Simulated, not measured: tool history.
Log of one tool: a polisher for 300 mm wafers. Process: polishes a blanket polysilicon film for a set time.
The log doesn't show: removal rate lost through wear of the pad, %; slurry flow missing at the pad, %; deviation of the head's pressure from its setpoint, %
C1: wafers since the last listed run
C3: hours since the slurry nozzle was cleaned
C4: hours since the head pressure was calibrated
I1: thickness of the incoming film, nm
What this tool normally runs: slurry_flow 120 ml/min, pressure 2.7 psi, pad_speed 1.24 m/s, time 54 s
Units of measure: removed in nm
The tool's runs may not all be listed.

run 1 day=0.000 | slurry_flow=95 pressure=2.7 pad_speed=1.24 time=54 | C1=0 wafers_polished_on_this_pad=7171 C3=222.0 C4=28.1 | I1=1513.1 | removed=418.5
run 2 day=2.562 | slurry_flow=120 pressure=2.7 pad_speed=1.24 time=54 | C1=764 wafers_polished_on_this_pad=7935 C3=283.5 C4=89.6 | I1=1539.4 | removed=434.0
-- day=3.858 worn pad replaced by a new one
run 3 day=4.838 | slurry_flow=120 pressure=2.7 pad_speed=1.24 time=54 | C1=628 wafers_polished_on_this_pad=291 C3=338.1 C4=144.2 | I1=1516.0 | removed=468.5
run 4 day=12.104 | slurry_flow=120 pressure=2.7 pad_speed=1.24 time=54 | C1=2167 wafers_polished_on_this_pad=2458 C3=512.5 C4=318.6 | I1=1482.4 | removed=449.5
run 5 day=14.638 | slurry_flow=120 pressure=3.3 pad_speed=1.24 time=54 | C1=755 wafers_polished_on_this_pad=3214 C3=573.3 C4=379.4 | I1=1504.5 | removed=513.8
run 6 day=16.700 | slurry_flow=120 pressure=3.3 pad_speed=1.24 time=54 | C1=615 wafers_polished_on_this_pad=3829 C3=622.8 C4=428.9 | I1=1504.4 | removed=511.0
-- day=17.021 slurry nozzle cleaned
run 7 day=18.642 | slurry_flow=120 pressure=3.3 pad_speed=1.24 time=54 | C1=566 wafers_polished_on_this_pad=4396 C3=38.9 C4=475.5 | I1=1510.9 | removed=538.9
run 8 day=21.567 | slurry_flow=120 pressure=2.7 pad_speed=1.24 time=54 | C1=872 wafers_polished_on_this_pad=5268 C3=109.1 C4=545.7 | I1=1509.9 | removed=457.0
run 9 day=23.642 | slurry_flow=120 pressure=2.7 pad_speed=0.96 time=46 | C1=618 wafers_polished_on_this_pad=5887 C3=158.9 C4=595.5 | I1=1500.9 | removed=300.5
run 10 day=27.617 | slurry_flow=120 pressure=2.7 pad_speed=0.96 time=46 | C1=1185 wafers_polished_on_this_pad=7073 C3=254.3 C4=690.9 | I1=1536.8 | removed=299.9
-- day=29.129 worn pad replaced by a new one
run 11 day=31.412 | slurry_flow=120 pressure=2.7 pad_speed=1.24 time=54 | C1=1082 wafers_polished_on_this_pad=681 C3=345.4 C4=782.0 | I1=1504.1 | removed=474.6
run 12 day=34.279 | slurry_flow=120 pressure=2.7 pad_speed=1.24 time=54 | C1=854 wafers_polished_on_this_pad=1536 C3=414.2 C4=850.8 | I1=1519.8 | removed=450.9
run 13 day=35.938 | slurry_flow=120 pressure=2.7 pad_speed=1.24 time=54 | C1=494 wafers_polished_on_this_pad=2031 C3=454.0 C4=890.6 | I1=1492.3 | removed=459.0
run 14 day=38.829 | slurry_flow=150 pressure=1.9 pad_speed=1.24 time=36 | C1=862 wafers_polished_on_this_pad=2893 C3=523.4 C4=960.0 | I1=1511.2 | removed=240.2
-- day=41.500 head pressure recalibrated
run 15 day=43.171 | slurry_flow=140 pressure=2.3 pad_speed=0.92 time=46 | C1=1270 wafers_polished_on_this_pad=4163 C3=627.6 C4=40.1 | I1=1511.9 | removed=257.9
run 16 day=44.700 | slurry_flow=110 pressure=2.7 pad_speed=1.24 time=59 | C1=456 wafers_polished_on_this_pad=4619 C3=664.3 C4=76.8 | I1=1522.2 | removed=456.4
run 17 day=47.271 | slurry_flow=150 pressure=3.3 pad_speed=1.24 time=48 | C1=766 wafers_polished_on_this_pad=5386 C3=726.0 C4=138.5 | I1=1496.1 | removed=458.3
-- day=47.479 slurry nozzle cleaned
run 18 day=49.750 | slurry_flow=120 pressure=2.7 pad_speed=0.92 time=54 | C1=726 wafers_polished_on_this_pad=6113 C3=54.5 C4=198.0 | I1=1515.5 | removed=353.9
run 19 day=53.279 | slurry_flow=120 pressure=2.7 pad_speed=1.24 time=54 | C1=1052 wafers_polished_on_this_pad=7166 C3=139.2 C4=282.7 | I1=1491.6 | removed=439.2
run 20 day=56.133 | slurry_flow=130 pressure=2.7 pad_speed=1.24 time=54 | C1=851 wafers_polished_on_this_pad=8017 C3=207.7 C4=351.2 | I1=1511.8 | removed=441.2
run 21 day=58.629 | slurry_flow=120 pressure=2.4 pad_speed=1.60 time=54 | C1=744 wafers_polished_on_this_pad=8761 C3=267.6 C4=411.1 | I1=1505.7 | removed=501.9
-- day=60.025 worn pad replaced by a new one
run 22 day=61.075 | slurry_flow=120 pressure=2.9 pad_speed=1.24 time=54 | C1=679 wafers_polished_on_this_pad=313 C3=326.3 C4=469.8 | I1=1533.7 | removed=494.9
run 23 day=65.217 | slurry_flow=135 pressure=2.3 pad_speed=0.98 time=44 | C1=1235 wafers_polished_on_this_pad=1548 C3=425.7 C4=569.2 | I1=1509.8 | removed=265.8
run 24 day=67.704 | slurry_flow=120 pressure=2.7 pad_speed=1.24 time=54 | C1=741 wafers_polished_on_this_pad=2290 C3=485.4 C4=628.9 | I1=1488.9 | removed=444.2
run 25 day=69.538 | slurry_flow=120 pressure=3.5 pad_speed=1.68 time=54 | C1=546 wafers_polished_on_this_pad=2837 C3=529.4 C4=672.9 | I1=1525.6 | removed=723.6
-- day=71.554 slurry nozzle cleaned
run 26 day=71.967 | slurry_flow=120 pressure=2.7 pad_speed=1.24 time=54 | C1=712 wafers_polished_on_this_pad=3549 C3=9.9 C4=731.2 | I1=1488.8 | removed=478.5
run 27 day=74.588 | slurry_flow=120 pressure=2.7 pad_speed=1.24 time=54 | C1=781 wafers_polished_on_this_pad=4331 C3=72.8 C4=794.1 | I1=1511.6 | removed=457.5
run 28 day=77.329 | slurry_flow=120 pressure=2.7 pad_speed=1.24 time=54 | C1=817 wafers_polished_on_this_pad=5148 C3=138.6 C4=859.9 | I1=1526.7 | removed=457.0
run 29 day=80.575 | slurry_flow=120 pressure=2.7 pad_speed=1.24 time=54 | C1=968 wafers_polished_on_this_pad=6117 C3=216.5 C4=937.8 | I1=1488.0 | removed=445.7
run 30 day=82.158 | slurry_flow=120 pressure=2.7 pad_speed=1.40 time=72 | C1=472 wafers_polished_on_this_pad=6589 C3=254.5 C4=975.8 | I1=1480.9 | removed=662.5
-- day=83.154 head pressure recalibrated
run 31 day=84.254 | slurry_flow=120 pressure=2.5 pad_speed=1.66 time=47 | C1=600 wafers_polished_on_this_pad=7189 C3=304.8 C4=26.4 | I1=1519.5 | removed=478.8
run 32 day=88.729 | slurry_flow=120 pressure=2.3 pad_speed=1.24 time=54 | C1=1334 wafers_polished_on_this_pad=8524 C3=412.2 C4=133.8 | I1=1515.8 | removed=373.9
-- day=90.688 worn pad replaced by a new one
run 33 day=91.788 | slurry_flow=120 pressure=3.3 pad_speed=1.24 time=54 | C1=862 wafers_polished_on_this_pad=328 C3=485.6 C4=207.2 | I1=1477.0 | removed=526.7
run 34 day=95.296 | slurry_flow=120 pressure=2.7 pad_speed=1.24 time=54 | C1=1046 wafers_polished_on_this_pad=1374 C3=569.8 C4=291.4 | I1=1504.8 | removed=437.3
run 35 day=96.875 | slurry_flow=120 pressure=2.7 pad_speed=1.66 time=67 | C1=470 wafers_polished_on_this_pad=1845 C3=607.7 C4=329.3 | I1=1502.1 | removed=719.2
run 36 day=99.133 | slurry_flow=130 pressure=2.7 pad_speed=0.92 time=67 | C1=673 wafers_polished_on_this_pad=2518 C3=661.9 C4=383.5 | I1=1533.0 | removed=418.1
-- day=101.038 slurry nozzle cleaned
run 37 day=102.888 | slurry_flow=120 pressure=2.7 pad_speed=1.24 time=54 | C1=1107 wafers_polished_on_this_pad=3626 C3=44.4 C4=473.6 | I1=1500.5 | removed=459.8

Pick out some run-to-run changes in removed. Of each, how much would a tool without hidden state show as well, from the settings, what came in and chance, and how much is left for the hidden state and any gauge scatter not in both results compared?
Run 21 -> 22: pressure 2.4 -> 2.9, pad_speed 1.60 -> 1.24, worn pad replaced by a new one. removed -7.0 nm: hidden state +43.7, all else -50.7.
Run 24 -> 25: pressure 2.7 -> 3.5, pad_speed 1.24 -> 1.68. removed +279.4 nm: hidden state -38.1, all else +317.5.
Run 25 -> 26: pressure 3.5 -> 2.7, pad_speed 1.68 -> 1.24, slurry nozzle cleaned. removed -245.1 nm: hidden state +59.1, all else -304.2.
Run 34 -> 35: pad_speed 1.24 -> 1.66, time 54 -> 67. removed +281.9 nm: hidden state -35.0, all else +316.9.
Run 35 -> 36: slurry_flow 120 -> 130, pad_speed 1.66 -> 0.92. removed -301.1 nm: hidden state +26.9, all else -328.0.
